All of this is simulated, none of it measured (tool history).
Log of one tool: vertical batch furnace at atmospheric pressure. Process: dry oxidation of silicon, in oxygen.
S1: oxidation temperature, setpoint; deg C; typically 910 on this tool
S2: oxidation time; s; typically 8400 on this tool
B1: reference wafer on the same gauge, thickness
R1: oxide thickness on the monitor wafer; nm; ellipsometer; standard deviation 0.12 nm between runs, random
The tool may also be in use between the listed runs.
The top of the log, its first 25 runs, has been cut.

{"run": 26, "hour": 424.5, "S1": 926, "S2": 5010, "B1": 80.38, "R1": 71.74}
{"run": 27, "hour": 441.9, "S1": 910, "S2": 8400, "B1": 80.34, "R1": 80.72}
{"run": 28, "hour": 452.7, "S1": 910, "S2": 9600, "B1": 80.38, "R1": 85.29}
{"run": 29, "hour": 473.8, "S1": 887, "S2": 9930, "B1": 80.39, "R1": 75.3}
{"run": 30, "hour": 491.0, "S1": 902, "S2": 9990, "B1": 80.36, "R1": 82.84}
{"run": 31, "hour": 505.2, "S1": 933, "S2": 11820, "B1": 80.39, "R1": 109.46}
{"run": 32, "hour": 519.7, "S1": 922, "S2": 9540, "B1": 80.43, "R1": 91.96}
{"run": 33, "hour": 535.2, "S1": 917, "S2": 5070, "B1": 80.41, "R1": 68.93}
{"run": 34, "hour": 545.9, "S1": 893, "S2": 8400, "B1": 80.4, "R1": 73.12}
{"run": 35, "hour": 562.2, "S1": 910, "S2": 9840, "B1": 80.41, "R1": 86.27}

Consider 4 possible next runs. They are alternatives, not a sequence: every one starts from the tool as it was left by run 35. What does each give?
{"run": "A", "hour": 569.1, "S1": 910, "S2": 8400, "B1": "?", "R1": "?"}
{"run": "B", "hour": 569.1, "S1": 903, "S2": 4530, "B1": "?", "R1": "?"}
{"run": "C", "hour": 569.1, "S1": 887, "S2": 12060, "B1": "?", "R1": "?"}
{"run": "D", "hour": 569.1, "S1": 917, "S2": 10140, "B1": "?", "R1": "?"}

run=A B1=80.38 R1=80.73
run=B B1=80.38 R1=62.02
run=C B1=80.38 R1=81.58
run=D B1=80.38 R1=91.83
With no hidden state in the tool, these same runs would have given:
run=A R1=81.04
run=B R1=62.19
run=C R1=81.91
run=D R1=92.21

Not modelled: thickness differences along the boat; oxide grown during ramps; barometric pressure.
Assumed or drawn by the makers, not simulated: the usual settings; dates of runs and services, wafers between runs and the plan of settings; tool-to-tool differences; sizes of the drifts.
